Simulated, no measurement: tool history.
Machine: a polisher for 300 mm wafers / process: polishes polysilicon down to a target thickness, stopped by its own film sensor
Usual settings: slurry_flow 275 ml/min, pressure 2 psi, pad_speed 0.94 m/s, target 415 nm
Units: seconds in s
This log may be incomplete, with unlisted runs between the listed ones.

run    hour  slurry_flow  pressure  pad_speed  target  wafers since the last listed run  wafers polished on this pad  hours since the slurry nozzle was cleaned  hours since the head pressure was calibrated  incoming thickness of the incoming film, nm  seconds
  1       0          275         2       0.94     415                                 0                           71                                       42.9                                         720.1                                          689     50.5
  2   103.3          275         2       0.94     415                              1072                         1143                                      146.2                                         823.4                                        682.4     51.2
  3   175.7          275         2       0.94     415                               751                         1895                                      218.6                                         895.8                                        694.6     54.8
  4   260.2          275         2       0.94     415                               876                         2772                                      303.1                                         980.3                                        695.5     55.7
      306.1  -- head pressure recalibrated
  5   351.3          275         2       0.94     415                               924                         3696                                      394.2                                          45.2                                        684.5     54.2
  6   400.2          275         2       0.94     415                               507                         4204                                      443.1                                          94.1                                        696.3     57.4
      467.1  -- slurry nozzle cleaned
      471.2  -- worn pad replaced by a new one
  7   515.2          275         2       0.94     415                              1141                          456                                       48.1                                         209.1                                        692.7     51.5
  8   616.5          275       1.5       0.94     415                              1051                         1507                                      149.4                                         310.4                                        697.1     67.4
  9   835.1          275       1.5       0.94     415                              2268                         3776                                        368                                           529                                          691     69.1
 10   891.7          275         2       0.94     415                               587                         4363                                      424.6                                         585.6                                        691.2     55.3
      929.5  -- worn pad replaced by a new one
 11   970.8          275         2       0.94     478                               779                          428                                      503.7                                         664.7                                        686.9     40.7
      989.6  -- slurry nozzle cleaned
 12  1044.9          275         2       0.94     478                               758                         1186                                       55.3                                         738.8                                        691.4     39.2
 13  1111.1          225         2       0.94     415                               687                         1873                                      121.5                                           805                                        682.4     49.6
 14    1213          225         2       0.94     415                              1057                         2931                                      223.4                                         906.9                                        690.8     53.5
 15  1298.1          305         2       0.86     415                               883                         3814                                      308.5                                           992                                        695.1     57.3
 16  1404.3          230       1.8       0.78     492                              1102                         4916                                      414.7                                        1098.2                                        688.1     52.5
     1422.7  -- head pressure recalibrated
 17    1465          275         2       0.94     415                               609                         5526                                      475.4                                          42.3                                        677.6     55.1
     1475.3  -- worn pad replaced by a new one
     1523.7  -- slurry nozzle cleaned
 18    1593          190         2       0.94     415                              1276                         1211                                       69.3                                         170.3                                        684.8       52
 19  1671.8          235       2.2       1.08     415                               817                         2028                                      148.1                                         249.1                                        681.3     41.3
 20  1718.1          275         2       0.94     480                               480                         2509                                      194.4                                         295.4                                        694.8     42.5
 21    1792          275         2       0.94     415                               766                         3276                                      268.3                                         369.3                                        695.3     55.4
 22  1880.5          310         2        0.8     415                               918                         4194                                      356.8                                         457.8                                        702.4     65.1
 23  1955.8          275         2       0.94     415                               781                         4976                                      432.1                                         533.1                                        682.8     56.3
     1984.4  -- worn pad replaced by a new one
 24  2004.3          230         2       0.64     415                               461                          206                                      480.6                                         581.6                                          694     78.9
     2028.5  -- slurry nozzle cleaned
 25  2074.6          275         2       0.94     379                               719                          925                                       46.1                                         651.9                                          689     57.3
 26  2125.5          275         2       0.94     415                               528                         1453                                         97                                         702.8                                        697.9     51.1
 27  2212.4          275       1.4       1.22     415                               901                         2355                                      183.9                                         789.7                                        705.9     57.5
 28  2316.9          350         2       0.62     338                              1084                         3439                                      288.4                                         894.2                                        698.8    100.7
 29  2367.1          275         2       0.94     415                               520                         3960                                      338.6                                         944.4                                        682.7     52.9
 30  2410.8          215         2       0.94     415                               453                         4414                                      382.3                                         988.1                                        677.3     54.7

Each run again, without the hidden state but with its own random variation kept:
The hidden state here: removal rate lost through wear of the pad, %; slurry flow missing at the pad, %; deviation of the head's pressure from its setpoint, %.
run  seconds
  1     49.4
  2     48.9
  3     51.7
  4     51.5
  5     49.1
  6     51.3
  7     50.6
  8     64.8
  9     63.2
 10     49.8
 11     38.4
 12     38.3
 13     47.6
 14       50
 15     52.8
 16     46.5
 17     48.1
 18       50
 19       39
 20     39.7
 21     50.8
 22     58.5
 23     49.3
 24       73
 25     56.5
 26     49.7
 27     54.9
 28     94.2
 29     48.5
 30     49.1
